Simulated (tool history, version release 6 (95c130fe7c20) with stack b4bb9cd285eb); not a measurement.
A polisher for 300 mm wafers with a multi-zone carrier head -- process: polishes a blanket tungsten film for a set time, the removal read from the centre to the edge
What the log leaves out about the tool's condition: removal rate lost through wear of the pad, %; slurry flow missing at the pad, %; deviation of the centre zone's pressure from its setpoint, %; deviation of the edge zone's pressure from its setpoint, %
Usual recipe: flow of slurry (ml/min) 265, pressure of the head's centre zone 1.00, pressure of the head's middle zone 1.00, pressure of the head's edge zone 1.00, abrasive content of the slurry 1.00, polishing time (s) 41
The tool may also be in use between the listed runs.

run     day  flow of slurry (ml/min)  pressure of the head's centre zone  pressure of the head's middle zone  pressure of the head's edge zone  abrasive content of the slurry  polishing time (s)  wafers since the last listed run  wafers polished on this pad  hours since the slurry nozzle was cleaned  hours since the centre zone pressure was calibrated  hours since the edge zone pressure was calibrated  hours since the carrier head's membrane was replaced  incoming thickness of the incoming film, nm  film removed at the wafer's centre (nm)  film removed at mid-radius (nm)  film removed at the wafer's edge (nm)
  1   0.000                      325                                1.00                                1.00                              1.00                            1.00                  41                                 0                         2036                                      648.8                                                468.7                                             1331.9                                                 942.2                                        772.1                                    342.6                            329.8                                  331.3
      0.508  -- worn pad replaced by a new one
      1.479  -- carrier head's membrane replaced by a new one
  2   3.954                      345                                1.00                                1.00                              1.00                            1.00                  47                               930                          841                                      743.7                                                563.6                                             1426.8                                                  59.4                                        774.7                                    401.0                            375.6                                  387.5
      4.262  -- slurry nozzle cleaned
  3   4.483                      265                                1.00                                0.96                              1.00                            1.00                  41                               126                          968                                        5.3                                                576.3                                             1439.5                                                  72.1                                        782.6                                    335.2                            310.7                                  330.9
      5.425  -- edge zone pressure recalibrated
  4   5.608                      265                                1.09                                0.97                              1.00                            1.20                  37                               270                         1238                                       32.3                                                603.3                                                4.4                                                  99.1                                        771.9                                    345.6                            298.8                                  307.5
  5   7.100                      265                                1.00                                1.00                              1.00                            1.00                  29                               387                         1626                                       68.1                                                639.1                                               40.2                                                 134.9                                        776.1                                    229.6                            228.1                                  233.7
  6   7.729                      265                                1.00                                1.00                              1.00                            1.00                  49                               163                         1790                                       83.2                                                654.2                                               55.3                                                 150.0                                        772.1                                    408.8                            386.5                                  388.7
  7   8.867                      265                                1.00                                1.00                              1.00                            1.20                  41                               295                         2086                                      110.5                                                681.5                                               82.6                                                 177.3                                        772.0                                    353.0                            338.0                                  345.0
      9.346  -- worn pad replaced by a new one, of another model than before
  8  10.600                      265                                1.00                                1.00                              1.00                            1.00                  41                               407                          325                                      152.1                                                723.1                                              124.2                                                 218.9                                        765.7                                    334.4                            322.0                                  327.9
  9  13.671                      265                                1.00                                1.07                              1.00                            1.15                  41                               798                         1123                                      225.8                                                796.8                                              197.9                                                 292.6                                        776.9                                    348.2                            352.2                                  339.7
 10  14.246                      295                                1.00                                1.00                              1.00                            1.00                  41                               149                         1273                                      239.6                                                810.6                                              211.7                                                 306.4                                        786.1                                    352.3                            331.0                                  330.8
     17.475  -- worn pad replaced by a new one
     17.600  -- centre zone pressure recalibrated
 11  18.275                      265                                0.90                                1.00                              1.00                            1.15                  48                               982                          186                                      336.3                                                 16.2                                              308.4                                                 403.1                                        774.3                                    344.9                            388.4                                  395.6
 12  19.458                      265                                1.00                                1.00                              1.00                            1.00                  41                               307                          493                                      364.7                                                 44.6                                              336.8                                                 431.5                                        780.6                                    318.6                            322.3                                  326.9
 13  20.029                      265                                1.00                                0.89                              1.00                            1.00                  41                               148                          642                                      378.4                                                 58.3                                              350.5                                                 445.2                                        793.7                                    320.8                            296.1                                  327.0
 14  20.579                      295                                1.00                                1.00                              1.00                            1.00                  41                               142                          785                                      391.6                                                 71.5                                              363.7                                                 458.4                                        779.7                                    334.3                            324.1                                  330.3
 15  21.188                      345                                0.92                                0.92                              1.00                            1.00                  41                               158                          943                                      406.2                                                 86.1                                              378.3                                                 473.0                                        784.3                                    308.6                            313.9                                  335.4
 16  22.571                      265                                1.00                                1.00                              1.00                            1.00                  41                               359                         1302                                      439.4                                                119.3                                              411.5                                                 506.2                                        787.9                                    326.6                            327.4                                  327.0
 17  23.575                      265                                0.92                                1.00                              1.04                            1.00                  41                               261                         1564                                      463.5                                                143.4                                              435.6                                                 530.3                                        774.9                                    304.1                            321.7                                  336.0
 18  24.171                      265                                1.00                                1.00                              1.00                            1.00                  41                               154                         1718                                      477.8                                                157.7                                              449.9                                                 544.6                                        781.1                                    334.7                            319.8                                  327.8
 19  25.517                      265                                1.00                                1.00                              1.00                            1.00                  41                               349                         2068                                      510.1                                                190.0                                              482.2                                                 576.9                                        769.7                                    321.6                            323.7                                  328.5
 20  26.100                      265                                1.00                                1.00                              1.00                            0.80                  47                               151                         2220                                      524.1                                                204.0                                              496.2                                                 590.9                                        777.4                                    354.1                            348.2                                  347.1
     26.692  -- worn pad replaced by a new one
 21  26.712                      265                                1.11                                0.94                              0.97                            1.00                  53                               115                            5                                      538.8                                                218.7                                              510.9                                                 605.6                                        776.2                                    467.7                            395.2                                  414.7

Alternative continuations, all from the tool just after run 21; predict every row:
  A  26.729                      265                                1.00                                1.00                              0.93                            1.00                  41                                 4                            9                                      539.2                                                219.1                                              511.3                                                 606.0                                        782.4                                        ?                                ?                                      ?
  B  26.729                      265                                1.07                                1.00                              0.89                            1.00                  49                                 4                            9                                      539.2                                                219.1                                              511.3                                                 606.0                                        782.4                                        ?                                ?                                      ?
  C  26.729                      265                                1.00                                0.88                              0.95                            1.00                  41                                 4                            9                                      539.2                                                219.1                                              511.3                                                 606.0                                        782.4                                        ?                                ?                                      ?
  D  26.729                      265                                1.00                                1.00                              1.00                            1.00                  46                                 4                            9                                      539.2                                                219.1                                              511.3                                                 606.0                                        782.4                                        ?                                ?                                      ?

run  film removed at the wafer's centre (nm)  film removed at mid-radius (nm)  film removed at the wafer's edge (nm)
  A                                    330.6                            319.0                                  320.8
  B                                    422.9                            381.1                                  377.9
  C                                    330.4                            289.3                                  323.6
  D                                    370.9                            357.9                                  369.1
Take away the tool's hidden state, keep each run's random variation, and the runs would have read:
run  film removed at the wafer's centre (nm)  film removed at mid-radius (nm)  film removed at the wafer's edge (nm)
  A                                    317.7                            319.1                                  320.8
  B                                    406.5                            381.2                                  377.9
  C                                    317.4                            289.3                                  323.6
  D                                    356.4                            357.9                                  369.1

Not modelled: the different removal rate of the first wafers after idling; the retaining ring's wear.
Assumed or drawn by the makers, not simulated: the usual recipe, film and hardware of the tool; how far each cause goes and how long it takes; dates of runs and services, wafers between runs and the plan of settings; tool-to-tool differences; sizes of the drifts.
